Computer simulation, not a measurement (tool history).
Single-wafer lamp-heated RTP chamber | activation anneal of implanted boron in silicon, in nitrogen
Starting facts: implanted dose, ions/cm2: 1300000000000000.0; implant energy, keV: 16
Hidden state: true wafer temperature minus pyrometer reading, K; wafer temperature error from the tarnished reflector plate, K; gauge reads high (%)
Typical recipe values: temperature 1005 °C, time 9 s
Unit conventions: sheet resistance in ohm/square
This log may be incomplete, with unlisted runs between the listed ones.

run,hour,temperature,time,wafers since the last listed run,wafers since the last pyrometer calibration,wafers since the reflector plate was cleaned,hours since the gauge calibration,"read-back reference wafer on the same gauge, sheet resistance",sheet resistance
1,0,1005,9,0,5207,5207,125.6,99.97,103.89
# hour 4.3: pyrometer window cleaned and pyrometer calibrated
# hour 144.6: reflector plate cleaned
# hour 259.2: pyrometer window cleaned and pyrometer calibrated
2,294,1005,9,5861,745,3029,419.6,100.05,101.61
3,349.8,1005,9,1195,1940,4224,475.4,99.8,101.33
4,443.9,1005,9,2015,3956,6240,569.5,100.14,101.05
# hour 508.4: pyrometer window cleaned and pyrometer calibrated, repeated, since the last time left the tool worse
# hour 509.5: reflector plate cleaned
5,510,1005,9,1222,11,11,635.6,100.02,105.77
6,600.6,1005,9,1940,1952,1952,726.2,99.99,103.81
7,652.4,1005,9,1109,3061,3061,778,100.12,103.17
8,689.2,1032,6,788,3850,3850,814.8,100.23,98.96
# hour 745.1: pyrometer window cleaned and pyrometer calibrated
9,764,989,12,1430,405,5280,889.6,99.97,110.22

What does the tool deliver on the next run?
10,825.9,985,9,1325,1730,6606,951.5,?,?

{"run 10": {"read-back reference wafer on the same gauge, sheet resistance": 99.98, "sheet resistance": 113.07}}
On a tool with no hidden condition, and with the same random variation, this run would have come out at sheet resistance 115.99 ohm/square.

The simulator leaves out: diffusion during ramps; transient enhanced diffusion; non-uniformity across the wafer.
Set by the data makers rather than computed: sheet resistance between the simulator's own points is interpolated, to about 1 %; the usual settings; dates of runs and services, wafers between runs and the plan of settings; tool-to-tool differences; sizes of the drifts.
